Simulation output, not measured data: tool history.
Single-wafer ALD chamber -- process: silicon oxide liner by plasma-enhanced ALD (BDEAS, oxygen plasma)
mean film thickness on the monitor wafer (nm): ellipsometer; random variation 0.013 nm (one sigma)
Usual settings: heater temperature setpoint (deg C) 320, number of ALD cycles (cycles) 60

run   hour  heater temperature setpoint (deg C)  number of ALD cycles (cycles)  wafers since the last listed run  hours since the last thermocouple change  hours since the gauge calibration  read-back reference wafer on the same gauge, thickness_nm  mean film thickness on the monitor wafer (nm)
  1      0                                  330                             60                                 0                                    1183.3                              284.8                                                      6.059                                          5.145
  2   28.7                                  320                             60                               162                                      1212                              313.5                                                      6.059                                          5.251
  3   55.5                                  320                             53                               151                                    1238.8                              340.3                                                      6.056                                          4.636
  4   91.1                                  320                             53                               201                                    1274.4                              375.9                                                      6.057                                          4.612
  5  120.1                                  326                             60                               163                                    1303.4                              404.9                                                      6.047                                          5.209
  6  135.1                                  326                             60                                84                                    1318.4                              419.9                                                       6.05                                          5.185
  7  154.2                                  320                             60                               107                                    1337.5                                439                                                      6.044                                          5.225
  8  180.5                                  320                             60                               148                                    1363.8                              465.3                                                      6.044                                          5.215
  9  203.2                                  320                             52                               128                                    1386.5                                488                                                      6.039                                          4.532
 10  238.2                                  320                             60                               197                                    1421.5                                523                                                      6.032                                          5.243
 11  270.2                                  320                             60                               180                                    1453.5                                555                                                      6.031                                          5.202
 12  302.3                                  320                             60                               181                                    1485.6                              587.1                                                      6.025                                          5.218
 13  329.1                                  320                             60                               151                                    1512.4                              613.9                                                      6.018                                          5.198
 14  349.9                                  320                             60                               117                                    1533.2                              634.7                                                      6.016                                          5.195
 15  366.6                                  320                             69                                94                                    1549.9                              651.4                                                      6.013                                          5.987
 16  392.4                                  313                             60                               145                                    1575.7                              677.2                                                      6.006                                          5.224
     406.4  -- thermocouple changed; heater temperature recalibrated
 17    422                                  327                             65                               122                                      15.6                              706.8                                                      6.002                                          5.571
 18  444.3                                  320                             60                               126                                      37.9                              729.1                                                      5.995                                          5.181
     448.3  -- gauge calibrated
 19  461.3                                  332                             67                                96                                      54.9                                 13                                                      6.072                                          5.761
 20  484.7                                  320                             60                               132                                      78.3                               36.4                                                      6.072                                          5.259
 21  498.7                                  315                             51                                79                                      92.3                               50.4                                                      6.072                                           4.51
 22  525.9                                  320                             60                               153                                     119.5                               77.6                                                      6.074                                          5.261
 23  540.8                                  320                             60                                84                                     134.4                               92.5                                                      6.076                                          5.269
 24  558.6                                  311                             68                               100                                     152.2                              110.3                                                      6.068                                          6.043
 25  591.9                                  320                             60                               188                                     185.5                              143.6                                                      6.068                                          5.251
 26  606.5                                  307                             69                                82                                     200.1                              158.2                                                      6.071                                          6.159
 27  640.6                                  320                             60                               192                                     234.2                              192.3                                                      6.065                                          5.255
 28    661                                  313                             51                               115                                     254.6                              212.7                                                      6.063                                          4.504
 29  711.8                                  331                             54                               287                                     305.4                              263.5                                                      6.064                                          4.623
 30  734.7                                  331                             70                               129                                     328.3                              286.4                                                       6.06                                          6.035

Here are 3 independent what-if runs from the current tool condition. What would each one return?
  A  735.2                                  320                             66                                 2                                     328.8                              286.9                                                          ?                                              ?
  B  735.2                                  315                             56                                 2                                     328.8                              286.9                                                          ?                                              ?
  C  735.2                                  332                             68                                 2                                     328.8                              286.9                                                          ?                                              ?

run  read-back reference wafer on the same gauge, thickness_nm  mean film thickness on the monitor wafer (nm)
  A                                                      6.058                                          5.758
  B                                                      6.058                                          4.922
  C                                                      6.058                                          5.826
Without the tool's hidden state the same runs would have given:
run  mean film thickness on the monitor wafer (nm)
  A                                          5.777
  B                                          4.938
  C                                          5.845
